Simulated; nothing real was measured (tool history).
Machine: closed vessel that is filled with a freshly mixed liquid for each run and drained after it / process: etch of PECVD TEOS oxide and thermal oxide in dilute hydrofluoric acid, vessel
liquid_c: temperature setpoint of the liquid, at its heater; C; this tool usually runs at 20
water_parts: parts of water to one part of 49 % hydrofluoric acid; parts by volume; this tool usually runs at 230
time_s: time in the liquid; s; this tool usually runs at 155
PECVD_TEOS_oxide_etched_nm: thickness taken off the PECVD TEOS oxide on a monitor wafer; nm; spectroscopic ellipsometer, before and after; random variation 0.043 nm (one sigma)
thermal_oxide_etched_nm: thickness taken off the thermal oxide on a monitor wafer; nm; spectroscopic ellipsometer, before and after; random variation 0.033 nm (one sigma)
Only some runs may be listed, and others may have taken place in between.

run	hour	liquid_c	water_parts	time_s	read-back film thickness of the PECVD TEOS oxide reference wafer, read on the same gauge (nm)	read-back film thickness of the thermal oxide reference wafer, read on the same gauge (nm)	PECVD_TEOS_oxide_etched_nm	thermal_oxide_etched_nm
1	0	20	230	155	110.01	69.985	6.14	2.019
# hour 3.4: hydrofluoric acid flow meter replaced
2	22.7	25	145	75	110	69.947	6.86	2.271
3	35	18.5	230	155	110	70.006	6.38	2.098
4	64.1	20	230	155	109.98	70.027	6.73	2.275
# hour 65.6: gauge calibrated
5	84.8	18.5	300	75	110.01	70.026	2.21	0.712
6	118.1	24	230	155	109.99	70	7.76	2.52
7	138.9	20	230	245	109.99	69.991	10.53	3.455
8	169.7	20	230	155	109.99	70.002	6.65	2.17
9	205.5	21	230	155	110.01	69.985	6.94	2.29
10	241.5	18	230	155	109.96	69.954	6.09	1.988
11	274.6	20	315	155	110.03	70.011	4.44	1.442
12	305.5	17.5	230	155	110	69.97	5.91	1.896
13	331.4	20	175	155	110.01	70.008	8.92	2.963
# hour 360.2: thermometer replaced
14	360.7	20	335	155	110	70.036	4.12	1.363
15	376.9	17	280	220	110	70.009	6.53	2.162
16	394.3	23	325	155	110	69.987	4.79	1.59
17	414.9	22.5	180	235	110.02	70.018	14.8	4.713
18	447.6	23	230	190	109.98	70	9	2.953
19	467	20	230	225	110	70.009	9.53	3.124
20	498.1	20	150	225	110	70.005	15.81	5.229
21	510.3	20	120	155	110.01	70.016	13.93	4.598
22	522.4	20	190	230	110.02	70.001	12.19	3.998
23	573.6	20	230	155	110.01	70.016	6.51	2.129
24	586.7	21.5	230	155	110.02	70.008	6.88	2.268
25	613	21.5	295	155	109.98	70.022	5.02	1.646

What the log doesn't show, run by run:
gauge reads high (%): 0 in every run
H1: liquid colder than its thermometer reads (K)
H2: hydrofluoric acid flow below the setpoint (%)
run	H1	H2
1	0.295	8.66
2	0.329	1.46
3	0.347	1.52
4	0.39	1.67
5	0.42	1.78
6	0.469	1.95
7	0.5	2.05
8	0.545	2.21
9	0.598	2.39
10	0.651	2.57
11	0.699	2.74
12	0.745	2.9
13	0.783	3.03
14	0.136	3.18
15	0.16	3.26
16	0.186	3.35
17	0.216	3.46
18	0.264	3.62
19	0.293	3.72
20	0.338	3.88
21	0.356	3.94
22	0.374	4
23	0.449	4.26
24	0.469	4.33
25	0.507	4.46
